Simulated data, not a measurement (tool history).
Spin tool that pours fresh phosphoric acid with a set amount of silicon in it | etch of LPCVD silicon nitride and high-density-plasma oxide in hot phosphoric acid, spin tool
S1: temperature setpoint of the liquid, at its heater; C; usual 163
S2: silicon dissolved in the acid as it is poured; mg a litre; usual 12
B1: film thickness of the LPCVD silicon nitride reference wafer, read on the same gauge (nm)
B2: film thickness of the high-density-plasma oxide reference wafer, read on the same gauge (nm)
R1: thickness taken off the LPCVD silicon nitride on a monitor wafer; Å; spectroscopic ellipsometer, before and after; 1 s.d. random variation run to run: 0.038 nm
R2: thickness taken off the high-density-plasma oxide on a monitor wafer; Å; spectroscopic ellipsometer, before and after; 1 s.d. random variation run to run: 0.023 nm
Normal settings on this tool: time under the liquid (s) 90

run 1 day=0 | S1=162 S2=12 time_under_the_liquid_(s)=90 | B1=49.98 B2=79.991 | R1=65.8 R2=1.92
run 2 day=0.304 | S1=163 S2=3.5 time_under_the_liquid_(s)=75 | B1=50 B2=79.978 | R1=57.1 R2=2.08
run 3 day=1.038 | S1=165.5 S2=18.5 time_under_the_liquid_(s)=115 | B1=50 B2=79.989 | R1=94.7 R2=3.25
-- day=1.329 dissolved silicon flow meter replaced
run 4 day=1.542 | S1=163 S2=12 time_under_the_liquid_(s)=50 | B1=49.99 B2=79.997 | R1=38 R2=1.42
run 5 day=1.946 | S1=165.5 S2=12 time_under_the_liquid_(s)=110 | B1=49.99 B2=79.996 | R1=90.8 R2=2.77
-- day=2.496 heated supply line repaired
run 6 day=2.592 | S1=163 S2=12 time_under_the_liquid_(s)=90 | B1=50.03 B2=79.972 | R1=67.5 R2=2.26
run 7 day=3.271 | S1=165.5 S2=21 time_under_the_liquid_(s)=75 | B1=50.02 B2=79.991 | R1=61.9 R2=1.82
run 8 day=3.646 | S1=163 S2=17 time_under_the_liquid_(s)=90 | B1=50 B2=80.012 | R1=67.7 R2=2.01
run 9 day=4.221 | S1=163 S2=12 time_under_the_liquid_(s)=90 | B1=49.99 B2=80.026 | R1=68.2 R2=2.79
run 10 day=4.579 | S1=160.5 S2=2.5 time_under_the_liquid_(s)=120 | B1=50 B2=79.969 | R1=82.2 R2=3.01
-- day=5.958 thermometer replaced
run 11 day=6.792 | S1=165.5 S2=4.5 time_under_the_liquid_(s)=40 | B1=49.98 B2=80.023 | R1=35.7 R2=1.66
run 12 day=7.354 | S1=163 S2=12 time_under_the_liquid_(s)=90 | B1=50.01 B2=80.028 | R1=73.5 R2=3.01
run 13 day=7.642 | S1=160 S2=6 time_under_the_liquid_(s)=90 | B1=50.03 B2=79.963 | R1=66.5 R2=2.86
run 14 day=7.942 | S1=163 S2=12 time_under_the_liquid_(s)=40 | B1=49.98 B2=80.007 | R1=32.8 R2=1.2
run 15 day=8.683 | S1=165.5 S2=21 time_under_the_liquid_(s)=130 | B1=50.04 B2=80.027 | R1=115.9 R2=3.71
run 16 day=9.425 | S1=164 S2=2.5 time_under_the_liquid_(s)=90 | B1=49.97 B2=80 | R1=76.3 R2=3.76
run 17 day=9.858 | S1=163 S2=12 time_under_the_liquid_(s)=120 | B1=49.96 B2=80.026 | R1=98.5 R2=3.73
run 18 day=10.421 | S1=164 S2=12 time_under_the_liquid_(s)=60 | B1=49.99 B2=80.006 | R1=50.5 R2=1.71
run 19 day=10.933 | S1=165.5 S2=5.5 time_under_the_liquid_(s)=50 | B1=49.99 B2=79.985 | R1=44.5 R2=2.02
run 20 day=11.288 | S1=163 S2=17 time_under_the_liquid_(s)=90 | B1=49.99 B2=79.996 | R1=73.5 R2=2.23
run 21 day=11.554 | S1=163 S2=18 time_under_the_liquid_(s)=145 | B1=49.97 B2=79.988 | R1=118.1 R2=3.83

Run-by-run hidden state of the tool:
dissolved silicon flow above the setpoint (%): 0 in every run
temperature lost on the way to the wafer (K): 0 in every run
gauge reads high (%): 0 in every run
H1: liquid colder than its thermometer reads (K)
run=1 H1=2.69
run=2 H1=2.7
run=3 H1=2.71
run=4 H1=2.73
run=5 H1=2.73
run=6 H1=2.75
run=7 H1=2.76
run=8 H1=2.77
run=9 H1=2.79
run=10 H1=2.79
run=11 H1=0.328
run=12 H1=0.341
run=13 H1=0.347
run=14 H1=0.354
run=15 H1=0.371
run=16 H1=0.388
run=17 H1=0.398
run=18 H1=0.41
run=19 H1=0.422
run=20 H1=0.43
run=21 H1=0.436
